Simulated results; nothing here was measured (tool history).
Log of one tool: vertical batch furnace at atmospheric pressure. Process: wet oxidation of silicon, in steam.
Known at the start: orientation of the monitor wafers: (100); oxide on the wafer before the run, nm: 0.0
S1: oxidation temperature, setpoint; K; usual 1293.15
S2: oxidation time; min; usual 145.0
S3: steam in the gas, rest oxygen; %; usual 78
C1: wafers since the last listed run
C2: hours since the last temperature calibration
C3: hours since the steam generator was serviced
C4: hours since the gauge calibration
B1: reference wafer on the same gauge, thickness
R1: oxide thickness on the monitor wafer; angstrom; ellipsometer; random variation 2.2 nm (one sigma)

run,day,S1,S2,S3,C1,C2,C3,C4,B1,R1
1,0.000,1293.15,145.0,78,0,1091.1,1084.1,118.6,739.02,8155.1
2,2.433,1293.15,145.0,78,663,1149.5,1142.5,177.0,739.32,8148.9
3,4.317,1293.15,145.0,72,513,1194.7,1187.7,222.2,738.96,7755.5
4,6.783,1293.15,145.0,78,673,1253.9,1246.9,281.4,738.97,8150.1
5,8.208,1293.15,145.0,78,388,1288.1,1281.1,315.6,739.59,8118.4
6,10.125,1293.15,145.0,78,522,1334.1,1327.1,361.6,738.72,8161.6
7,12.312,1293.15,145.0,78,596,1386.6,1379.6,414.1,738.96,8135.5
8,13.550,1293.15,145.0,82,337,1416.3,1409.3,443.8,739.03,8404.7
9,15.250,1310.15,145.0,78,463,1457.1,1450.1,484.6,738.23,8897.8
10,17.275,1273.15,189.0,78,552,1505.7,1498.7,533.2,738.73,8597.2
11,18.333,1293.15,145.0,78,288,1531.1,1524.1,558.6,738.76,8178.8
# day 19.921: steam generator serviced
# day 21.142: thermocouples replaced and temperature profile calibrated
12,26.583,1282.15,181.5,70,1705,130.6,159.9,756.6,739.18,8071.4
# day 27.350: gauge calibrated
13,27.842,1293.15,145.0,70,343,160.8,190.1,11.8,738.88,7430.7
14,29.292,1293.15,145.0,78,395,195.6,224.9,46.6,738.87,7982.5
15,31.188,1282.15,184.5,70,517,241.1,270.4,92.1,739.21,8190.7
16,33.342,1269.15,164.0,75,587,292.8,322.1,143.8,739.77,7374.9
17,36.388,1293.15,145.0,88,831,365.9,395.2,216.9,739.51,8635.8
18,37.617,1313.15,145.0,74,335,395.4,424.7,246.4,739.17,8614.2
19,39.812,1284.15,145.0,86,599,448.1,477.4,299.1,739.09,8102.1

What the log doesn't show, run by run:
steam share off its setpoint, % of the setpoint: 0 in every run
gauge reads high (%): 0 in every run
H1: true tube temperature minus thermocouple reading, K
run,H1
1,5.04
2,5.11
3,5.16
4,5.22
5,5.25
6,5.28
7,5.32
8,5.34
9,5.37
10,5.4
11,5.41
12,1.17
13,1.4
14,1.65
15,1.96
16,2.27
17,2.66
18,2.8
19,3.04
